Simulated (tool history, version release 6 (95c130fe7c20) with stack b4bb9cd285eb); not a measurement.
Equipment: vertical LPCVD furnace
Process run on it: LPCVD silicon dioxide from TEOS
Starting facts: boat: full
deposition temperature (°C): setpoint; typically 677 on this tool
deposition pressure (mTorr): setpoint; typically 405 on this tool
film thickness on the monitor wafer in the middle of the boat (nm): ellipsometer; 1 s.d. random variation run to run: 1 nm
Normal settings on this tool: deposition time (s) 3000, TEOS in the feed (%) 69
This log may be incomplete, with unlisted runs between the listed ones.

run,hour,deposition temperature (°C),deposition pressure (mTorr),deposition time (s),TEOS in the feed (%),wafers since the last listed run,hours since the last temperature calibration,hours since the pressure gauge was zeroed,hours since the TEOS flow controller was replaced,hours since the gauge calibration,"read-back reference wafer on the same gauge, thickness",film thickness on the monitor wafer in the middle of the boat (nm)
1,0.0,677,405,3000,69,0,1401.6,776.8,3721.8,758.4,256.40,235.63
2,61.1,677,405,3000,69,1038,1462.7,837.9,3782.9,819.5,255.77,235.25
3,115.6,677,405,3000,69,926,1517.2,892.4,3837.4,874.0,255.92,235.66
4,160.8,677,405,3000,77,768,1562.4,937.6,3882.6,919.2,256.33,247.05
# hour 176.7: gauge calibrated
5,224.5,677,405,3000,77,1082,1626.1,1001.3,3946.3,47.8,255.78,248.18
6,294.3,669,450,3000,69,1186,1695.9,1071.1,4016.1,117.6,255.77,204.60
7,382.7,671,405,3000,69,1502,1784.3,1159.5,4104.5,206.0,256.29,203.56
8,457.7,672,405,3000,69,1274,1859.3,1234.5,4179.5,281.0,256.03,206.80
9,544.8,672,405,3000,69,1480,1946.4,1321.6,4266.6,368.1,255.73,207.58
10,605.1,672,405,3000,69,1024,2006.7,1381.9,4326.9,428.4,255.60,205.16
# hour 667.6: TEOS flow controller replaced
11,668.1,677,405,3000,69,662,2069.7,1444.9,0.5,491.4,255.82,234.58
12,706.4,677,405,3000,69,650,2108.0,1483.2,38.8,529.7,256.03,235.46
13,803.6,683,405,3000,61,1651,2205.2,1580.4,136.0,626.9,256.33,255.67
14,904.5,685,440,3000,78,1714,2306.1,1681.3,236.9,727.8,255.97,315.08
15,991.4,677,405,3450,79,1476,2393.0,1768.2,323.8,814.7,256.26,288.44
# hour 1067.8: pressure gauge zeroed
16,1097.0,677,405,3000,69,1386,2498.6,29.2,429.4,920.3,256.26,240.06
# hour 1141.8: gauge calibrated
17,1186.8,674,405,3570,80,1526,2588.4,119.0,519.2,45.0,255.85,282.15
18,1274.6,677,345,3000,69,1492,2676.2,206.8,607.0,132.8,256.00,218.78
19,1360.2,667,405,3540,62,1454,2761.8,292.4,692.6,218.4,255.83,205.99
# hour 1434.6: thermocouples replaced and temperature profile calibrated
20,1435.1,685,440,3000,78,865,0.5,367.3,767.5,293.3,256.65,316.46
21,1490.3,677,405,3000,69,938,55.7,422.5,822.7,348.5,255.56,237.53
22,1573.1,677,405,3000,69,1407,138.5,505.3,905.5,431.3,255.39,236.63
23,1633.2,677,405,3000,69,1021,198.6,565.4,965.6,491.4,255.70,234.35
24,1710.6,677,405,2430,69,1315,276.0,642.8,1043.0,568.8,256.02,191.32
25,1814.4,673,405,4080,69,1764,379.8,746.6,1146.8,672.6,256.20,287.51

Subtracting, for every run, the result it would have given without the tool's unlogged condition from the measured result gives the following. The same run-to-run variation enters both numbers; the gauge's scatter may not:
Unlogged tool condition in this case: true tube temperature minus thermocouple reading, K; true pressure minus gauge reading, mTorr; deviation of the TEOS flow from its setpoint, %; gauge reads high (%).
run,film thickness on the monitor wafer in the middle of the boat (nm)
1,-4.23
2,-4.40
3,-4.55
4,-4.88
5,-5.06
6,-3.84
7,-4.39
8,-4.56
9,-4.68
10,-4.69
11,-5.43
12,-5.49
13,-6.04
14,-6.92
15,-6.98
16,-0.97
17,-2.14
18,-2.73
19,-2.71
20,-4.41
21,-3.91
22,-4.31
23,-4.54
24,-3.96
25,-6.38
